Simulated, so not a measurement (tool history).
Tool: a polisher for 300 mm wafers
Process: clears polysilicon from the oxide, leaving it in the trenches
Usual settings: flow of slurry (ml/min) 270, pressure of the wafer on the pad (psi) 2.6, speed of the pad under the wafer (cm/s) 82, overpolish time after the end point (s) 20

run    hour  flow of slurry (ml/min)  pressure of the wafer on the pad (psi)  speed of the pad under the wafer (cm/s)  overpolish time after the end point (s)  incoming thickness of the incoming film, nm  time until the end point was called (s)
  1       0                      270                                     2.6                                       82                                       20                                        495.6                                     38.6
  2    65.2                      270                                     2.6                                       82                                       20                                        486.3                                     37.7
       76.2  -- worn pad replaced by a new one
  3   134.4                      270                                     2.6                                       82                                       20                                        486.2                                     37.8
        141  -- slurry nozzle cleaned
  4     191                      235                                     2.6                                       82                                       20                                        488.5                                     38.3
  5   253.3                      270                                     2.6                                       82                                       20                                        495.2                                     37.8
      281.2  -- worn pad replaced by a new one
  6   283.5                      270                                     2.6                                       82                                       20                                          484                                     37.8
  7   333.7                      270                                     2.6                                       82                                       20                                        496.9                                     38.7
  8   402.1                      325                                     2.3                                       82                                       20                                        492.1                                     43.4
  9   468.7                      325                                     2.3                                       82                                       20                                        491.5                                     42.8
      495.3  -- worn pad replaced by a new one
 10   498.7                      325                                     2.3                                       82                                       20                                        487.2                                     42.2
 11   528.8                      270                                     2.6                                       82                                       20                                        492.7                                       38
 12   561.2                      270                                     2.6                                       82                                       20                                        497.5                                     38.6
      580.8  -- head pressure recalibrated
 13   619.4                      270                                     2.6                                       82                                       20                                          486                                     37.4
 14     666                      270                                     2.6                                      102                                       30                                        497.1                                       31
        706  -- worn pad replaced by a new one
 15   723.1                      270                                     2.6                                       64                                       24                                        488.7                                     48.6
 16   774.1                      360                                     2.6                                       82                                       28                                        490.4                                     37.2
      775.3  -- slurry nozzle cleaned
 17   830.9                      270                                     2.6                                       82                                       20                                        485.1                                     37.8
      896.3  -- worn pad replaced by a new one
 18   897.5                      325                                     3.2                                      100                                       20                                        495.3                                       26
 19   948.1                      270                                     1.8                                       82                                       14                                        484.9                                     54.3
 20     989                      270                                     2.6                                      106                                       20                                        495.4                                     29.6
 21  1018.8                      210                                       2                                       82                                       20                                        483.7                                     49.4

Forecast each of these 5 alternatives for the next run:
  A  1019.2                      270                                     1.9                                       82                                       20                                        491.8                                        ?
  B  1019.2                      175                                     2.3                                       58                                       15                                        491.8                                        ?
  C  1019.2                      205                                     3.5                                       58                                       28                                        491.8                                        ?
  D  1019.2                      270                                     2.6                                      106                                       24                                        491.8                                        ?
  E  1019.2                      270                                     2.6                                       68                                       20                                        491.8                                        ?

run  time until the end point was called (s)
  A                                     51.7
  B                                       62
  C                                     40.4
  D                                     29.2
  E                                     45.6
Without the tool's hidden state the same runs would have given:
run  time until the end point was called (s)
  A                                     51.7
  B                                       62
  C                                     40.4
  D                                     29.2
  E                                     45.6
